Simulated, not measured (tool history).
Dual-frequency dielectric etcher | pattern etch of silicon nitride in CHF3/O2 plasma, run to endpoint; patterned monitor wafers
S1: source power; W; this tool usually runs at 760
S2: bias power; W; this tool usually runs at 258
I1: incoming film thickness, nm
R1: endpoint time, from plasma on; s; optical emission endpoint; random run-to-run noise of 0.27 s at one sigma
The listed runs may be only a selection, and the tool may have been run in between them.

run	hour	S1	S2	I1	R1
1	0	760	218	68.8	41
2	17.4	760	218	68.6	41.2
3	30.6	760	218	69.5	41.3
4	38.7	760	258	68.5	38.5
5	50.3	760	258	68.9	37.9
6	66.5	760	258	68.3	37.3
# hour 83.8: bias power generator calibrated
# hour 101.9: wet clean of the chamber
7	102.4	670	258	68	37.3
8	102.7	670	258	69.2	38.4
9	106.7	760	258	68.9	36.7
10	117.3	760	258	68.5	36.4
# hour 150.2: source power generator calibrated
# hour 152.3: upper electrode replaced, of another model than before
11	152.8	830	258	68.7	35.8
12	153.1	820	302	69.1	32.2
13	169.1	760	258	68.7	37.3
14	179.2	600	297	69.1	38.4
15	188.8	760	258	68.4	36.8
16	215.5	700	300	68.5	35.2
17	226.3	580	197	69.8	54.6
18	234.6	760	292	69.2	34.4
19	251.7	620	238	68.4	43.7
20	267.7	680	237	68.4	42

4 ways to go on from here, each from the tool as it stands after run 20. What would each give?
A	268.1	760	258	68.4	?
B	268.1	650	308	68.4	?
C	268.1	680	297	68.4	?
D	268.1	820	258	68.4	?

run	R1
A	36.7
B	35.3
C	35.3
D	35.4
Stripped of hidden state, with their random variation kept, the same runs would have yielded:
run	R1
A	35.9
B	34.5
C	34.5
D	34.6

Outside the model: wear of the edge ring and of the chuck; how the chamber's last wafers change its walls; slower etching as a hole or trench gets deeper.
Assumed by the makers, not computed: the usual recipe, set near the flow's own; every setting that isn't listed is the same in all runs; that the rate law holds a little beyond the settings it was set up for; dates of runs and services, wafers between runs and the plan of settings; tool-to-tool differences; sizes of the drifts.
